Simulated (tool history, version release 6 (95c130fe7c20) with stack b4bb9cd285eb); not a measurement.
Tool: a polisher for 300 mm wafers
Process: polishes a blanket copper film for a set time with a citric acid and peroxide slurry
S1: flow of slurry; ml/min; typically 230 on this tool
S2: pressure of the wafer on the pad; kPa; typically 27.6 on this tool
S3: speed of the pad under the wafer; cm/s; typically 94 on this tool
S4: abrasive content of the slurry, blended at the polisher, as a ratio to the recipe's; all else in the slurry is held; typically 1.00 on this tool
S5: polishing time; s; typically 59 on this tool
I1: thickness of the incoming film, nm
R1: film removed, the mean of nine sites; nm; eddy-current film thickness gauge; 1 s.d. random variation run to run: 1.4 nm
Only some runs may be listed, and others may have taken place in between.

| run | hour | S1 | S2 | S3 | S4 | S5 | I1 | R1 |
|---|---|---|---|---|---|---|---|---|
| 1 | 0.0 | 230 | 27.6 | 94 | 1.00 | 59 | 1236.0 | 173.9 |
| 2 | 14.0 | 230 | 27.6 | 88 | 1.00 | 59 | 1252.7 | 163.9 |
| 3 | 30.7 | 230 | 27.6 | 88 | 1.00 | 59 | 1216.4 | 162.1 |
| 4 | 43.6 | 230 | 27.6 | 88 | 1.00 | 59 | 1248.4 | 161.6 |
| 5 | 53.2 | 230 | 27.6 | 94 | 1.00 | 59 | 1253.5 | 168.4 |
| 6 | 70.4 | 230 | 27.6 | 94 | 1.00 | 59 | 1226.7 | 166.9 |
| 7 | 86.2 | 230 | 27.6 | 94 | 1.00 | 59 | 1254.4 | 166.4 |
| 8 | 102.1 | 230 | 27.6 | 94 | 1.00 | 59 | 1231.7 | 174.1 |
| 9 | 106.8 | 230 | 27.6 | 86 | 1.00 | 59 | 1237.8 | 162.2 |
| 10 | 115.8 | 230 | 27.6 | 86 | 1.00 | 59 | 1244.6 | 161.9 |
| 11 | 121.7 | 230 | 27.6 | 86 | 1.00 | 59 | 1233.7 | 159.9 |
| 12 | 158.1 | 230 | 27.6 | 94 | 1.00 | 59 | 1233.0 | 169.0 |
| 13 | 169.1 | 230 | 27.6 | 94 | 1.00 | 59 | 1262.5 | 166.4 |
| 14 | 183.8 | 230 | 27.6 | 94 | 1.00 | 59 | 1262.8 | 167.7 |
| 15 | 230.7 | 265 | 27.6 | 94 | 1.00 | 59 | 1224.1 | 175.9 |
| 16 | 239.1 | 230 | 27.6 | 94 | 0.85 | 50 | 1228.6 | 144.8 |
| 17 | 248.1 | 290 | 27.6 | 94 | 1.00 | 79 | 1251.8 | 235.5 |
| 18 | 259.5 | 230 | 35.9 | 122 | 0.80 | 46 | 1234.4 | 211.0 |
| 19 | 267.1 | 230 | 27.6 | 94 | 1.00 | 59 | 1218.9 | 171.2 |
| 20 | 278.3 | 200 | 27.6 | 94 | 1.00 | 75 | 1258.1 | 213.3 |
| 21 | 290.3 | 230 | 27.6 | 94 | 1.15 | 52 | 1229.9 | 151.5 |
| 22 | 303.7 | 230 | 27.6 | 94 | 1.00 | 59 | 1244.5 | 165.6 |
| 23 | 313.9 | 230 | 19.3 | 64 | 1.00 | 49 | 1252.6 | 69.9 |
| 24 | 329.3 | 280 | 27.6 | 114 | 1.00 | 43 | 1227.9 | 154.2 |
| 25 | 343.1 | 230 | 19.3 | 80 | 1.00 | 49 | 1223.2 | 86.5 |
| 26 | 361.5 | 230 | 27.6 | 94 | 1.00 | 59 | 1236.7 | 172.4 |
| 27 | 372.0 | 230 | 27.6 | 76 | 0.75 | 59 | 1229.9 | 135.4 |
| 28 | 386.0 | 255 | 22.1 | 62 | 1.00 | 67 | 1236.3 | 109.7 |
| 29 | 400.6 | 230 | 27.6 | 94 | 1.00 | 59 | 1229.2 | 167.0 |

Put back what was entered between runs (8 entries, withheld): which listed runs does each sit between, and how does the hidden state differ from the listed run before to the listed run after?
Between runs 6 and 7: worn pad replaced by a new one (hour 84.8)
  abrasive missing from the slurry, %: 24.8 -> 29.5
  the result without the hidden state subtracted from the measured one, R1: -8.1 -> -9.8 nm
Between runs 7 and 8: slurry blender recalibrated (hour 101.6)
  abrasive missing from the slurry, %: 29.5 -> 0.802
  the result without the hidden state subtracted from the measured one, R1: -9.8 -> -0.3 nm
Between runs 9 and 10: slurry nozzle cleaned (hour 115.3)
  abrasive missing from the slurry, %: 2.22 -> 4.92
  the result without the hidden state subtracted from the measured one, R1: -0.6 -> -1.4 nm
Between runs 11 and 12: head pressure recalibrated (hour 141.1)
  abrasive missing from the slurry, %: 6.7 -> 17.7
  the result without the hidden state subtracted from the measured one, R1: -1.9 -> -5.6 nm
Between runs 14 and 15: slurry blender recalibrated (hour 215.7)
  abrasive missing from the slurry, %: 25.4 -> 5.95
  the result without the hidden state subtracted from the measured one, R1: -8.4 -> -1.8 nm
Between runs 20 and 21: worn pad replaced by a new one (hour 288.0)
  abrasive missing from the slurry, %: 20.3 -> 23.9
  the result without the hidden state subtracted from the measured one, R1: -8.2 -> -7.1 nm
Between runs 23 and 24: slurry blender recalibrated (hour 320.6)
  abrasive missing from the slurry, %: 31 -> 5.28
  the result without the hidden state subtracted from the measured one, R1: -4.4 -> -1.4 nm
Between runs 25 and 26: slurry nozzle cleaned (hour 361.0)
  abrasive missing from the slurry, %: 9.43 -> 15
  the result without the hidden state subtracted from the measured one, R1: -1.5 -> -4.7 nm
